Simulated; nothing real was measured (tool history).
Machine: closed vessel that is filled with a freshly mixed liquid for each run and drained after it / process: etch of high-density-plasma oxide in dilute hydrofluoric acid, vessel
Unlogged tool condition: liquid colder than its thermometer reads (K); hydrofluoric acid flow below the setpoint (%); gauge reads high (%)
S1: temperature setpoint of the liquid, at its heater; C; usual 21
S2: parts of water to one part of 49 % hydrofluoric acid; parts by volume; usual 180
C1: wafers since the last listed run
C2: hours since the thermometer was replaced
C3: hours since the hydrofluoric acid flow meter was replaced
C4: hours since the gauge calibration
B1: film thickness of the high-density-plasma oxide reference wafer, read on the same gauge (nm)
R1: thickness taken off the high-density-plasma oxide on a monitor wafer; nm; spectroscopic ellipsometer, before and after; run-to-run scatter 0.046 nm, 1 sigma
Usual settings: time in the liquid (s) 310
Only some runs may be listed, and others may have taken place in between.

{"run": 1, "hour": 0.0, "S1": 21, "S2": 180, "time in the liquid (s)": 310, "C1": 0, "C2": 1534.9, "C3": 596.5, "C4": 323.8, "B1": 29.99, "R1": 6.88}
{"run": 2, "hour": 15.0, "S1": 21, "S2": 180, "time in the liquid (s)": 310, "C1": 1355, "C2": 1549.9, "C3": 611.5, "C4": 338.8, "B1": 30, "R1": 6.83}
{"run": 3, "hour": 23.5, "S1": 21, "S2": 180, "time in the liquid (s)": 310, "C1": 768, "C2": 1558.4, "C3": 620, "C4": 347.3, "B1": 30.03, "R1": 6.93}
{"run": 4, "hour": 35.4, "S1": 21, "S2": 180, "time in the liquid (s)": 310, "C1": 1075, "C2": 1570.3, "C3": 631.9, "C4": 359.2, "B1": 30, "R1": 6.93}
{"run": 5, "hour": 41.9, "S1": 21, "S2": 180, "time in the liquid (s)": 310, "C1": 587, "C2": 1576.8, "C3": 638.4, "C4": 365.7, "B1": 30, "R1": 6.89}
{"run": 6, "hour": 58.0, "S1": 21, "S2": 180, "time in the liquid (s)": 310, "C1": 1455, "C2": 1592.9, "C3": 654.5, "C4": 381.8, "B1": 29.98, "R1": 6.93}
{"run": 7, "hour": 70.1, "S1": 21, "S2": 180, "time in the liquid (s)": 310, "C1": 1093, "C2": 1605, "C3": 666.6, "C4": 393.9, "B1": 30.01, "R1": 6.92}
{"run": 8, "hour": 81.0, "S1": 21, "S2": 135, "time in the liquid (s)": 420, "C1": 985, "C2": 1615.9, "C3": 677.5, "C4": 404.8, "B1": 29.98, "R1": 12.89}
{"run": 9, "hour": 89.2, "S1": 21, "S2": 135, "time in the liquid (s)": 420, "C1": 741, "C2": 1624.1, "C3": 685.7, "C4": 413, "B1": 29.97, "R1": 12.96}
{"hour": 104.5, "done": "thermometer replaced"}
{"run": 10, "hour": 105.5, "S1": 25, "S2": 180, "time in the liquid (s)": 310, "C1": 1382, "C2": 1, "C3": 702, "C4": 429.3, "B1": 30.01, "R1": 7.65}
{"run": 11, "hour": 120.9, "S1": 21, "S2": 180, "time in the liquid (s)": 310, "C1": 1391, "C2": 16.4, "C3": 717.4, "C4": 444.7, "B1": 30.05, "R1": 6.44}
{"run": 12, "hour": 132.5, "S1": 21, "S2": 180, "time in the liquid (s)": 310, "C1": 1048, "C2": 28, "C3": 729, "C4": 456.3, "B1": 30.01, "R1": 6.44}
{"hour": 134.7, "done": "hydrofluoric acid flow meter replaced"}
{"run": 13, "hour": 147.3, "S1": 21, "S2": 180, "time in the liquid (s)": 310, "C1": 1247, "C2": 42.8, "C3": 12.6, "C4": 471.1, "B1": 29.97, "R1": 6.52}
{"run": 14, "hour": 157.0, "S1": 18.5, "S2": 180, "time in the liquid (s)": 395, "C1": 876, "C2": 52.5, "C3": 22.3, "C4": 480.8, "B1": 29.99, "R1": 7.58}
{"run": 15, "hour": 169.4, "S1": 22.5, "S2": 180, "time in the liquid (s)": 230, "C1": 1120, "C2": 64.9, "C3": 34.7, "C4": 493.2, "B1": 30.02, "R1": 5.08}
{"run": 16, "hour": 181.2, "S1": 24.5, "S2": 180, "time in the liquid (s)": 125, "C1": 1066, "C2": 76.7, "C3": 46.5, "C4": 505, "B1": 30, "R1": 3.02}
{"hour": 201.8, "done": "thermometer replaced, repeated, since the last time left the tool worse"}
{"hour": 204.5, "done": "gauge calibrated"}
{"run": 17, "hour": 227.9, "S1": 21, "S2": 180, "time in the liquid (s)": 310, "C1": 4130, "C2": 26.1, "C3": 93.2, "C4": 23.4, "B1": 30.05, "R1": 7.31}
{"run": 18, "hour": 242.8, "S1": 21, "S2": 180, "time in the liquid (s)": 485, "C1": 1346, "C2": 41, "C3": 108.1, "C4": 38.3, "B1": 30, "R1": 11.6}
{"run": 19, "hour": 259.3, "S1": 18.5, "S2": 220, "time in the liquid (s)": 480, "C1": 1491, "C2": 57.5, "C3": 124.6, "C4": 54.8, "B1": 30.01, "R1": 8.17}
{"run": 20, "hour": 268.6, "S1": 21, "S2": 180, "time in the liquid (s)": 165, "C1": 840, "C2": 66.8, "C3": 133.9, "C4": 64.1, "B1": 29.99, "R1": 3.93}
{"run": 21, "hour": 275.2, "S1": 21, "S2": 140, "time in the liquid (s)": 310, "C1": 596, "C2": 73.4, "C3": 140.5, "C4": 70.7, "B1": 30, "R1": 9.99}
{"run": 22, "hour": 286.1, "S1": 21, "S2": 215, "time in the liquid (s)": 440, "C1": 985, "C2": 84.3, "C3": 151.4, "C4": 81.6, "B1": 29.98, "R1": 8.34}
{"run": 23, "hour": 295.3, "S1": 21, "S2": 180, "time in the liquid (s)": 310, "C1": 831, "C2": 93.5, "C3": 160.6, "C4": 90.8, "B1": 29.98, "R1": 7.36}
{"run": 24, "hour": 310.5, "S1": 21, "S2": 180, "time in the liquid (s)": 310, "C1": 1373, "C2": 108.7, "C3": 175.8, "C4": 106, "B1": 30.01, "R1": 7.38}
{"run": 25, "hour": 318.8, "S1": 24, "S2": 180, "time in the liquid (s)": 310, "C1": 750, "C2": 117, "C3": 184.1, "C4": 114.3, "B1": 29.99, "R1": 8.31}
{"run": 26, "hour": 325.0, "S1": 25, "S2": 205, "time in the liquid (s)": 430, "C1": 560, "C2": 123.2, "C3": 190.3, "C4": 120.5, "B1": 30.01, "R1": 10.12}
{"run": 27, "hour": 333.9, "S1": 21, "S2": 245, "time in the liquid (s)": 310, "C1": 804, "C2": 132.1, "C3": 199.2, "C4": 129.4, "B1": 30, "R1": 5.09}
{"run": 28, "hour": 343.5, "S1": 21, "S2": 260, "time in the liquid (s)": 310, "C1": 867, "C2": 141.7, "C3": 208.8, "C4": 139, "B1": 30.05, "R1": 4.72}
{"run": 29, "hour": 351.8, "S1": 21, "S2": 135, "time in the liquid (s)": 420, "C1": 750, "C2": 150, "C3": 217.1, "C4": 147.3, "B1": 29.98, "R1": 13.93}
{"run": 30, "hour": 366.5, "S1": 21, "S2": 180, "time in the liquid (s)": 310, "C1": 1328, "C2": 164.7, "C3": 231.8, "C4": 162, "B1": 30, "R1": 7.29}
{"run": 31, "hour": 381.7, "S1": 21, "S2": 180, "time in the liquid (s)": 310, "C1": 1373, "C2": 179.9, "C3": 247, "C4": 177.2, "B1": 30.01, "R1": 7.36}
{"run": 32, "hour": 387.9, "S1": 21, "S2": 125, "time in the liquid (s)": 310, "C1": 560, "C2": 186.1, "C3": 253.2, "C4": 183.4, "B1": 30, "R1": 11.16}

The tool's hidden state at each run:
hydrofluoric acid flow below the setpoint (%): 0 at every run
gauge reads high (%): 0 at every run
H1: liquid colder than its thermometer reads (K)
run=1 H1=1.8
run=2 H1=1.82
run=3 H1=1.83
run=4 H1=1.84
run=5 H1=1.85
run=6 H1=1.87
run=7 H1=1.88
run=8 H1=1.89
run=9 H1=1.9
run=10 H1=3.15
run=11 H1=3.16
run=12 H1=3.18
run=13 H1=3.19
run=14 H1=3.2
run=15 H1=3.22
run=16 H1=3.23
run=17 H1=0.0467
run=18 H1=0.0628
run=19 H1=0.0806
run=20 H1=0.0907
run=21 H1=0.0978
run=22 H1=0.11
run=23 H1=0.119
run=24 H1=0.136
run=25 H1=0.145
run=26 H1=0.152
run=27 H1=0.161
run=28 H1=0.172
run=29 H1=0.18
run=30 H1=0.196
run=31 H1=0.213
run=32 H1=0.219
